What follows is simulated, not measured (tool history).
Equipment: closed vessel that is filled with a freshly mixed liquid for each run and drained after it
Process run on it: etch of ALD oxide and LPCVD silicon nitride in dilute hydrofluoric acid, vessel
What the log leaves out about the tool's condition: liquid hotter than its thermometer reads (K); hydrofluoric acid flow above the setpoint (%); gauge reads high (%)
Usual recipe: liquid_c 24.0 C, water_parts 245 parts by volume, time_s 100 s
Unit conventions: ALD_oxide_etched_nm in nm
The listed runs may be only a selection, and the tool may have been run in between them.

run,day,liquid_c,water_parts,time_s,wafers since the last listed run,hours since the thermometer was replaced,hours since the hydrofluoric acid flow meter was replaced,hours since the gauge calibration,"read-back film thickness of the ALD oxide reference wafer, read on the same gauge (nm)",ALD_oxide_etched_nm
1,0.000,27.5,245,100,0,397.2,1322.1,658.2,110.00,6.20
2,0.912,24.0,245,100,1550,419.1,1344.0,680.1,110.01,5.46
3,2.067,22.5,245,100,1961,446.8,1371.7,707.8,109.99,5.23
4,3.288,22.5,245,100,2074,476.1,1401.0,737.1,109.97,5.20
5,4.738,22.5,245,100,2463,510.9,1435.8,771.9,110.02,5.14
6,5.454,24.0,245,100,1217,528.1,1453.0,789.1,110.03,5.59
7,6.925,24.0,245,100,2499,563.4,1488.3,824.4,109.99,5.60
# day 7.312: thermometer replaced
# day 9.950: hydrofluoric acid flow meter replaced
8,9.971,24.0,245,100,5033,63.8,0.5,897.5,110.00,5.12
9,11.317,24.0,295,100,2286,96.1,32.8,929.8,110.01,4.11
10,12.433,24.0,195,100,1897,122.9,59.6,956.6,109.98,6.88
11,13.412,24.0,245,50,1663,146.4,83.1,980.1,109.99,2.57
12,14.754,29.0,155,75,2279,178.6,115.3,1012.3,109.97,8.24
# day 17.783: gauge calibrated
13,18.179,26.0,345,75,5819,260.8,197.5,9.5,110.00,2.74
14,19.667,29.0,145,45,2527,296.5,233.2,45.2,109.94,5.43
15,21.121,27.5,245,50,2470,331.4,268.1,80.1,110.01,3.05
16,22.021,25.5,335,100,1529,353.0,289.7,101.7,109.98,3.79
17,22.921,21.5,295,100,1529,374.6,311.3,123.3,109.98,3.94
18,23.425,26.5,165,65,856,386.7,323.4,135.4,109.98,6.27
19,24.304,19.5,245,100,1493,407.8,344.5,156.5,109.97,4.64
20,25.446,24.0,245,100,1939,435.2,371.9,183.9,109.97,5.44
# day 28.075: thermometer replaced
21,29.533,27.0,155,100,6874,35.0,470.0,282.0,110.00,9.97
22,30.846,27.0,145,155,2230,66.5,501.5,313.5,110.01,16.89
23,31.767,24.0,245,100,1564,88.6,523.6,335.6,109.97,5.08
24,33.133,22.0,125,100,2322,121.4,556.4,368.4,110.01,10.78
25,34.600,27.5,245,50,2491,156.6,591.6,403.6,110.00,2.96

Hidden state or all else? Some run-to-run changes of ALD_oxide_etched_nm, split into what the settings, what came in and random variation would give without the hidden state, and what is left for the hidden state (with any gauge scatter that isn't in both results):
Run 7 -> 8: thermometer replaced, hydrofluoric acid flow meter replaced. ALD_oxide_etched_nm -0.48 nm: hidden state -0.48, all else +0.00.
Run 20 -> 21: liquid_c 24.0 -> 27.0, water_parts 245 -> 155, thermometer replaced. ALD_oxide_etched_nm +4.53 nm: hidden state -0.32, all else +4.85.
Run 22 -> 23: liquid_c 27.0 -> 24.0, water_parts 145 -> 245, time_s 155 -> 100. ALD_oxide_etched_nm -11.81 nm: hidden state -0.14, all else -11.67.
Run 24 -> 25: liquid_c 22.0 -> 27.5, water_parts 125 -> 245, time_s 100 -> 50. ALD_oxide_etched_nm -7.82 nm: hidden state -0.17, all else -7.65.
